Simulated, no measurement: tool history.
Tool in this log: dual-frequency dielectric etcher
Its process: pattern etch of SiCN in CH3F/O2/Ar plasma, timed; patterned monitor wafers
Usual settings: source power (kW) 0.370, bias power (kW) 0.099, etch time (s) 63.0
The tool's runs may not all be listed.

run   hour  source power (kW)  bias power (kW)  etch time (s)  read-back reference wafer on the same gauge, depth_nm  mean etch depth across the wafer (nm)
  1    0.0              0.370            0.099           63.0                                                  26.47                                  25.11
  2   13.8              0.370            0.091           63.0                                                  26.50                                  24.65
  3   26.8              0.320            0.099           63.0                                                  26.51                                  24.01
  4   42.3              0.370            0.099           63.0                                                  26.53                                  25.21
  5   56.3              0.370            0.099           63.0                                                  26.51                                  24.92
  6   64.6              0.370            0.099           63.0                                                  26.53                                  25.28
  7   82.4              0.370            0.099           63.0                                                  26.48                                  25.13
  8   97.0              0.370            0.099           63.0                                                  26.49                                  25.03
  9  108.9              0.370            0.099           63.0                                                  26.49                                  25.09
 10  125.3              0.370            0.099           63.0                                                  26.51                                  25.00
 11  143.2              0.370            0.082           63.0                                                  26.45                                  23.54
     172.3  -- upper electrode replaced
     193.8  -- wet clean of the chamber
 12  194.3              0.370            0.082           63.0                                                  26.50                                  24.22
 13  194.6              0.370            0.082           63.0                                                  26.49                                  24.04
 14  194.9              0.370            0.099           63.0                                                  26.54                                  25.47
     203.7  -- gauge calibrated
 15  209.8              0.370            0.099           63.0                                                  26.52                                  25.60
 16  217.5              0.450            0.082           58.0                                                  26.48                                  23.51
 17  225.5              0.280            0.099           58.0                                                  26.53                                  21.61
 18  237.1              0.290            0.075           63.0                                                  26.48                                  21.73
     242.7  -- source power generator calibrated
 19  248.0              0.390            0.086           63.0                                                  26.46                                  24.62
 20  254.3              0.430            0.091           63.0                                                  26.44                                  25.77
 21  279.8              0.310            0.099           80.5                                                  26.45                                  30.68
 22  291.6              0.390            0.086           63.0                                                  26.54                                  24.66
 23  298.9              0.370            0.099           63.0                                                  26.45                                  25.38
     307.7  -- bias power generator calibrated
 24  308.6              0.340            0.084           45.0                                                  26.52                                  16.66
 25  321.6              0.370            0.099           63.0                                                  26.51                                  25.16
 26  330.9              0.320            0.076           71.0                                                  26.50                                  25.24
 27  342.2              0.370            0.099           63.0                                                  26.50                                  25.06
 28  376.6              0.300            0.113           50.5                                                  26.50                                  19.75
 29  383.2              0.420            0.116           68.5                                                  26.50                                  29.88
 30  400.4              0.420            0.099           63.0                                                  26.45                                  26.07
 31  414.7              0.450            0.123           63.0                                                  26.53                                  28.47

Alternative continuations, all from the tool just after run 31; predict every row:
  A  415.1              0.370            0.074           63.0                                                      ?                                      ?
  B  415.1              0.340            0.089           55.0                                                      ?                                      ?
  C  415.1              0.310            0.077           48.0                                                      ?                                      ?

run  read-back reference wafer on the same gauge, depth_nm  mean etch depth across the wafer (nm)
  A                                                  26.50                                  23.14
  B                                                  26.50                                  20.79
  C                                                  26.50                                  16.91
Stripped of hidden state, with their random variation kept, the same runs would have yielded:
run  mean etch depth across the wafer (nm)
  A                                  23.50
  B                                  21.12
  C                                  17.18
